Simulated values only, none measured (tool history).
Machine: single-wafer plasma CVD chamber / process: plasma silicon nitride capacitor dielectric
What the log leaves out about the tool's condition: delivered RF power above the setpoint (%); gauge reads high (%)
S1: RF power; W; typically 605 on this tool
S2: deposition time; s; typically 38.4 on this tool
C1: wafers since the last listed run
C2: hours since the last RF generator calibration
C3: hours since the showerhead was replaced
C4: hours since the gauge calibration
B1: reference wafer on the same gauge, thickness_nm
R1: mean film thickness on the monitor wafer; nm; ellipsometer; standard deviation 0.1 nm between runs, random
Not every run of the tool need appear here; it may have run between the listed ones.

Run 1, day 0: usual settings but S1 550 W; C1 0; C2 1917; C3 2500.1; C4 531.4; B1 55.613. Result: R1 67.238 nm.
At day 0.638: gauge calibrated.
Run 2, day 0.708: usual settings; C1 308; C2 1934; C3 2517.1; C4 1.7; B1 55.591. Result: R1 68.648 nm.
Run 3, day 1.542: usual settings; C1 362; C2 1954; C3 2537.1; C4 21.7; B1 55.589. Result: R1 68.781 nm.
Run 4, day 2.333: usual settings; C1 344; C2 1973; C3 2556.1; C4 40.7; B1 55.592. Result: R1 68.701 nm.
Run 5, day 3.196: usual settings; C1 375; C2 1993.7; C3 2576.8; C4 61.4; B1 55.59. Result: R1 68.573 nm.
Run 6, day 3.812: usual settings; C1 268; C2 2008.5; C3 2591.6; C4 76.2; B1 55.612. Result: R1 68.526 nm.
Run 7, day 5.229: usual settings but S2 32.5 s; C1 616; C2 2042.5; C3 2625.6; C4 110.2; B1 55.597. Result: R1 57.926 nm.
Run 8, day 6.117: usual settings but S2 32.5 s; C1 386; C2 2063.8; C3 2646.9; C4 131.5; B1 55.583. Result: R1 58.049 nm.
Run 9, day 7.108: usual settings; C1 431; C2 2087.6; C3 2670.7; C4 155.3; B1 55.593. Result: R1 68.515 nm.
Run 10, day 8.083: usual settings but S1 700 W; C1 424; C2 2111; C3 2694.1; C4 178.7; B1 55.576. Result: R1 70.521 nm.
Run 11, day 9.3: usual settings but S2 36.5 s; C1 529; C2 2140.2; C3 2723.3; C4 207.9; B1 55.596. Result: R1 64.974 nm.
Run 12, day 9.879: usual settings but S2 36.5 s; C1 251; C2 2154.1; C3 2737.2; C4 221.8; B1 55.607. Result: R1 64.837 nm.
Run 13, day 10.525: usual settings; C1 280; C2 2169.6; C3 2752.7; C4 237.3; B1 55.59. Result: R1 68.509 nm.
Run 14, day 11.758: usual settings; C1 536; C2 2199.2; C3 2782.3; C4 266.9; B1 55.607. Result: R1 68.31 nm.
Run 15, day 12.533: usual settings; C1 337; C2 2217.8; C3 2800.9; C4 285.5; B1 55.598. Result: R1 68.414 nm.
Run 16, day 13.958: usual settings but S1 680 W, S2 43.8 s; C1 619; C2 2252; C3 2835.1; C4 319.7; B1 55.607. Result: R1 80.029 nm.
At day 16.429: showerhead replaced.
Run 17, day 17.275: usual settings; C1 1297; C2 2331.6; C3 20.3; C4 399.3; B1 55.609. Result: R1 68.466 nm.
Run 18, day 18.054: usual settings; C1 338; C2 2350.3; C3 39; C4 418; B1 55.603. Result: R1 68.274 nm.
Run 19, day 18.825: usual settings; C1 335; C2 2368.8; C3 57.5; C4 436.5; B1 55.597. Result: R1 68.334 nm.
At day 19.483: RF generator calibrated.
Run 20, day 19.554: usual settings but S1 715 W, S2 33.4 s; C1 172; C2 1.7; C3 75; C4 454; B1 55.603. Result: R1 62.395 nm.
Run 21, day 20.346: usual settings but S1 575 W, S2 45.9 s; C1 344; C2 20.7; C3 94; C4 473; B1 55.596. Result: R1 81.723 nm.
Run 22, day 21.525: usual settings; C1 512; C2 49; C3 122.3; C4 501.3; B1 55.612. Result: R1 69.272 nm.
Run 23, day 24.962: usual settings but S2 34.3 s; C1 1495; C2 131.5; C3 204.8; C4 583.8; B1 55.612. Result: R1 61.918 nm.
At day 25.633: gauge calibrated.
Run 24, day 26.229: usual settings but S1 540 W, S2 41.8 s; C1 550; C2 161.9; C3 235.2; C4 14.3; B1 55.595. Result: R1 73.506 nm.
Run 25, day 27.029: usual settings but S1 690 W, S2 31.4 s; C1 347; C2 181.1; C3 254.4; C4 33.5; B1 55.61. Result: R1 58.4 nm.
Run 26, day 28.475: usual settings; C1 628; C2 215.8; C3 289.1; C4 68.2; B1 55.6. Result: R1 69.468 nm.
Run 27, day 29.275: usual settings but S1 655 W, S2 45.5 s; C1 347; C2 235; C3 308.3; C4 87.4; B1 55.606. Result: R1 83.541 nm.
Run 28, day 30.438: usual settings but S1 670 W, S2 31.6 s; C1 505; C2 262.9; C3 336.2; C4 115.3; B1 55.593. Result: R1 58.315 nm.
Run 29, day 31.525: usual settings but S1 560 W, S2 31.3 s; C1 473; C2 289; C3 362.3; C4 141.4; B1 55.578. Result: R1 55.622 nm.
Run 30, day 32.988: usual settings but S1 540 W, S2 41.8 s; C1 636; C2 324.1; C3 397.4; C4 176.5; B1 55.587. Result: R1 73.447 nm.
Run 31, day 33.85: usual settings but S1 650 W; C1 375; C2 344.8; C3 418.1; C4 197.2; B1 55.6. Result: R1 70.226 nm.
Run 32, day 34.988: usual settings but S1 565 W, S2 41.3 s; C1 494; C2 372.1; C3 445.4; C4 224.5; B1 55.595. Result: R1 73.263 nm.
Run 33, day 36.083: usual settings but S1 645 W, S2 45 s; C1 476; C2 398.4; C3 471.7; C4 250.8; B1 55.609. Result: R1 82.023 nm.
Run 34, day 37.383: usual settings but S1 505 W; C1 565; C2 429.6; C3 502.9; C4 282; B1 55.594. Result: R1 66.546 nm.
Run 35, day 38.696: usual settings; C1 570; C2 461.1; C3 534.4; C4 313.5; B1 55.574. Result: R1 69.023 nm.
Run 36, day 40.079: usual settings; C1 601; C2 494.3; C3 567.6; C4 346.7; B1 55.6. Result: R1 69.156 nm.
Run 37, day 40.6: usual settings but S1 550 W, S2 46 s; C1 226; C2 506.8; C3 580.1; C4 359.2; B1 55.605. Result: R1 81.139 nm.
Run 38, day 42.062: usual settings but S1 545 W, S2 33.2 s; C1 636; C2 541.9; C3 615.2; C4 394.3; B1 55.597. Result: R1 58.488 nm.
Run 39, day 42.925: usual settings; C1 375; C2 562.6; C3 635.9; C4 415; B1 55.61. Result: R1 69.225 nm.

Entry by entry between the runs, the difference in hidden state between the last listed run before and the first listed run after:
Run 1 -> run 2: gauge calibrated (day 0.638)
  delivered RF power above the setpoint (%): -4.87 -> -4.94
  measured result minus the result with no hidden state, R1: -0.717 -> -0.745 nm
Run 16 -> run 17: showerhead replaced (day 16.429)
  delivered RF power above the setpoint (%): -6.52 -> -6.96
  measured result minus the result with no hidden state, R1: -1.154 -> -1.055 nm
Run 19 -> run 20: RF generator calibrated (day 19.483)
  delivered RF power above the setpoint (%): -7.16 -> -0.95
  measured result minus the result with no hidden state, R1: -1.085 -> -0.127 nm
Run 23 -> run 24: gauge calibrated (day 25.633)
  delivered RF power above the setpoint (%): -0.97 -> -0.981
  measured result minus the result with no hidden state, R1: -0.129 -> -0.155 nm
